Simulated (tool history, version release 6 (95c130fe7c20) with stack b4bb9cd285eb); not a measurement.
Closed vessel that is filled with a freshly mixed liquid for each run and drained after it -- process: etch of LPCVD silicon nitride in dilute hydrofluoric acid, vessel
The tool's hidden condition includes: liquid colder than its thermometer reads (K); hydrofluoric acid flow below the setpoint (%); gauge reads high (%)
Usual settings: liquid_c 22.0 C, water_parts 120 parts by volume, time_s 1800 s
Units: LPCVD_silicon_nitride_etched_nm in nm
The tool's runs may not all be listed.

run     day  liquid_c  water_parts  time_s  wafers since the last listed run  hours since the thermometer was replaced  hours since the hydrofluoric acid flow meter was replaced  hours since the gauge calibration  read-back film thickness of the LPCVD silicon nitride reference wafer, read on the same gauge (nm)  LPCVD_silicon_nitride_etched_nm
  1   0.000      23.5          120    1800                                 0                                    1038.5                                                      508.7                              188.2                                                                                               89.99                             7.98
  2   2.400      23.5          120    1800                              2876                                    1096.1                                                      566.3                              245.8                                                                                               89.98                             8.02
  3   5.096      23.5          120    1800                              3231                                    1160.8                                                      631.0                              310.5                                                                                               89.97                             7.94
  4   8.567      22.0          120    1800                              4160                                    1244.1                                                      714.3                              393.8                                                                                               89.99                             7.19
  5  10.271      22.0          120    1800                              2042                                    1285.0                                                      755.2                              434.7                                                                                               89.98                             7.22
  6  13.575      24.0          120    1800                              3960                                    1364.3                                                      834.5                              514.0                                                                                               90.03                             8.18
  7  17.900      24.0          120    1800                              5183                                    1468.1                                                      938.3                              617.8                                                                                               89.99                             8.21
  8  22.275      19.5          120    1800                              5243                                    1573.1                                                     1043.3                              722.8                                                                                               90.00                             6.02
  9  23.954      22.0          120    1800                              2012                                    1613.4                                                     1083.6                              763.1                                                                                               90.00                             7.15
 10  27.642      22.0          150    1800                              4419                                    1701.9                                                     1172.1                              851.6                                                                                               89.98                             5.71
 11  31.754      22.0          150    1800                              4929                                    1800.6                                                     1270.8                              950.3                                                                                               90.00                             5.70
 12  33.725      22.0          150    1800                              2362                                    1847.9                                                     1318.1                              997.6                                                                                               89.98                             5.65
 13  36.475      20.5          120    1800                              3296                                    1913.9                                                     1384.1                             1063.6                                                                                               90.01                             6.35
     36.838  -- thermometer replaced
 14  38.325      22.0          120    1800                              2167                                      35.7                                                     1428.5                             1108.0                                                                                               90.01                             7.18
 15  41.300      22.0          120    1800                              3565                                     107.1                                                     1499.9                             1179.4                                                                                               90.00                             7.16
 16  43.633      22.0          120    1800                              2796                                     163.1                                                     1555.9                             1235.4                                                                                               90.00                             7.12
     45.421  -- hydrofluoric acid flow meter replaced
 17  57.129      22.0          120    1800                             16126                                     487.0                                                      281.0                             1559.3                                                                                               90.01                             7.35
 18  58.758      22.0           80     850                              1952                                     526.1                                                      320.1                             1598.4                                                                                               90.00                             5.14
 19  60.600      19.5           90     865                              2207                                     570.3                                                      364.3                             1642.6                                                                                               89.98                             3.95
 20  64.350      22.0          120    2130                              4494                                     660.3                                                      454.3                             1732.6                                                                                               89.99                             8.62

Predict the results of run 21:
 21  66.654      22.0          120    1420                              2761                                     715.6                                                      509.6                             1787.9                                                                                                   ?                                ?

Run 21 gave read-back film thickness of the LPCVD silicon nitride reference wafer, read on the same gauge (nm) 90.00, LPCVD_silicon_nitride_etched_nm 5.72 nm.
If the tool had no hidden condition, the same run with the same run-to-run variation would have returned LPCVD_silicon_nitride_etched_nm 5.85 nm.
